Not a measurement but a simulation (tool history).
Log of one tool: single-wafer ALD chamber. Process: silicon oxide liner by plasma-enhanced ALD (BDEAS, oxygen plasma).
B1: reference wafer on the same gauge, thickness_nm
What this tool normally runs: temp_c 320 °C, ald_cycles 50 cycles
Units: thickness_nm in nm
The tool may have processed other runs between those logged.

{"run": 1, "hour": 0.0, "temp_c": 320, "ald_cycles": 50, "B1": 4.309, "thickness_nm": 5.151}
{"run": 2, "hour": 25.4, "temp_c": 320, "ald_cycles": 50, "B1": 4.31, "thickness_nm": 5.131}
{"run": 3, "hour": 50.3, "temp_c": 320, "ald_cycles": 50, "B1": 4.298, "thickness_nm": 5.144}
{"run": 4, "hour": 65.8, "temp_c": 320, "ald_cycles": 50, "B1": 4.303, "thickness_nm": 5.128}
{"run": 5, "hour": 89.6, "temp_c": 320, "ald_cycles": 50, "B1": 4.3, "thickness_nm": 5.135}
{"run": 6, "hour": 112.7, "temp_c": 320, "ald_cycles": 50, "B1": 4.29, "thickness_nm": 5.118}
{"run": 7, "hour": 138.2, "temp_c": 320, "ald_cycles": 50, "B1": 4.286, "thickness_nm": 5.126}
{"run": 8, "hour": 160.2, "temp_c": 320, "ald_cycles": 50, "B1": 4.287, "thickness_nm": 5.131}
{"run": 9, "hour": 191.4, "temp_c": 320, "ald_cycles": 44, "B1": 4.285, "thickness_nm": 4.503}
{"run": 10, "hour": 209.5, "temp_c": 320, "ald_cycles": 44, "B1": 4.285, "thickness_nm": 4.485}
{"run": 11, "hour": 222.1, "temp_c": 320, "ald_cycles": 50, "B1": 4.28, "thickness_nm": 5.136}
{"run": 12, "hour": 254.7, "temp_c": 314, "ald_cycles": 56, "B1": 4.279, "thickness_nm": 5.78}
{"run": 13, "hour": 287.0, "temp_c": 314, "ald_cycles": 56, "B1": 4.271, "thickness_nm": 5.785}
{"run": 14, "hour": 321.0, "temp_c": 314, "ald_cycles": 56, "B1": 4.264, "thickness_nm": 5.743}
{"run": 15, "hour": 355.8, "temp_c": 320, "ald_cycles": 50, "B1": 4.255, "thickness_nm": 5.112}
{"run": 16, "hour": 374.9, "temp_c": 320, "ald_cycles": 50, "B1": 4.26, "thickness_nm": 5.075}
{"run": 17, "hour": 407.6, "temp_c": 320, "ald_cycles": 50, "B1": 4.253, "thickness_nm": 5.11}
{"run": 18, "hour": 420.2, "temp_c": 320, "ald_cycles": 50, "B1": 4.245, "thickness_nm": 5.075}
{"run": 19, "hour": 443.4, "temp_c": 320, "ald_cycles": 50, "B1": 4.242, "thickness_nm": 5.059}
{"run": 20, "hour": 472.7, "temp_c": 310, "ald_cycles": 50, "B1": 4.238, "thickness_nm": 5.112}
{"hour": 480.9, "done": "gauge calibrated"}
{"run": 21, "hour": 493.7, "temp_c": 320, "ald_cycles": 50, "B1": 4.347, "thickness_nm": 5.181}
{"run": 22, "hour": 517.8, "temp_c": 320, "ald_cycles": 50, "B1": 4.346, "thickness_nm": 5.183}
{"run": 23, "hour": 544.4, "temp_c": 325, "ald_cycles": 41, "B1": 4.346, "thickness_nm": 4.239}
{"run": 24, "hour": 579.0, "temp_c": 314, "ald_cycles": 56, "B1": 4.341, "thickness_nm": 5.857}
{"run": 25, "hour": 607.4, "temp_c": 320, "ald_cycles": 60, "B1": 4.347, "thickness_nm": 6.23}
{"run": 26, "hour": 642.9, "temp_c": 320, "ald_cycles": 50, "B1": 4.345, "thickness_nm": 5.211}
{"run": 27, "hour": 673.2, "temp_c": 320, "ald_cycles": 50, "B1": 4.34, "thickness_nm": 5.182}
{"run": 28, "hour": 703.7, "temp_c": 315, "ald_cycles": 50, "B1": 4.341, "thickness_nm": 5.196}
{"run": 29, "hour": 720.9, "temp_c": 326, "ald_cycles": 53, "B1": 4.341, "thickness_nm": 5.441}
{"run": 30, "hour": 755.5, "temp_c": 329, "ald_cycles": 45, "B1": 4.341, "thickness_nm": 4.63}
{"run": 31, "hour": 804.8, "temp_c": 310, "ald_cycles": 53, "B1": 4.339, "thickness_nm": 5.544}
{"run": 32, "hour": 826.5, "temp_c": 326, "ald_cycles": 60, "B1": 4.33, "thickness_nm": 6.155}
{"run": 33, "hour": 846.4, "temp_c": 320, "ald_cycles": 50, "B1": 4.337, "thickness_nm": 5.173}
{"run": 34, "hour": 860.5, "temp_c": 320, "ald_cycles": 50, "B1": 4.331, "thickness_nm": 5.181}
{"hour": 873.4, "done": "thermocouple changed; heater temperature recalibrated"}
{"run": 35, "hour": 890.1, "temp_c": 312, "ald_cycles": 54, "B1": 4.332, "thickness_nm": 5.649}
{"run": 36, "hour": 923.9, "temp_c": 326, "ald_cycles": 55, "B1": 4.332, "thickness_nm": 5.633}
{"run": 37, "hour": 939.2, "temp_c": 320, "ald_cycles": 50, "B1": 4.33, "thickness_nm": 5.158}
{"run": 38, "hour": 958.3, "temp_c": 330, "ald_cycles": 50, "B1": 4.33, "thickness_nm": 5.138}
{"run": 39, "hour": 979.6, "temp_c": 335, "ald_cycles": 42, "B1": 4.327, "thickness_nm": 4.259}
{"run": 40, "hour": 1051.5, "temp_c": 329, "ald_cycles": 45, "B1": 4.326, "thickness_nm": 4.615}
{"run": 41, "hour": 1072.2, "temp_c": 315, "ald_cycles": 50, "B1": 4.323, "thickness_nm": 5.188}
{"run": 42, "hour": 1094.8, "temp_c": 327, "ald_cycles": 50, "B1": 4.324, "thickness_nm": 5.108}
{"run": 43, "hour": 1127.6, "temp_c": 320, "ald_cycles": 50, "B1": 4.317, "thickness_nm": 5.15}
{"run": 44, "hour": 1157.0, "temp_c": 330, "ald_cycles": 42, "B1": 4.314, "thickness_nm": 4.273}

Consider 4 possible next runs. They are alternatives, not a sequence: every one starts from the tool as it was left by run 44. What does each give?
{"run": "A", "hour": 1157.5, "temp_c": 320, "ald_cycles": 50, "B1": "?", "thickness_nm": "?"}
{"run": "B", "hour": 1157.5, "temp_c": 307, "ald_cycles": 59, "B1": "?", "thickness_nm": "?"}
{"run": "C", "hour": 1157.5, "temp_c": 333, "ald_cycles": 50, "B1": "?", "thickness_nm": "?"}
{"run": "D", "hour": 1157.5, "temp_c": 312, "ald_cycles": 43, "B1": "?", "thickness_nm": "?"}

run=A B1=4.312 thickness_nm=5.142
run=B B1=4.312 thickness_nm=6.167
run=C B1=4.312 thickness_nm=5.057
run=D B1=4.312 thickness_nm=4.467
Had the tool no hidden state, the same runs would have come out as:
run=A thickness_nm=5.186
run=B thickness_nm=6.22
run=C thickness_nm=5.1
run=D thickness_nm=4.505
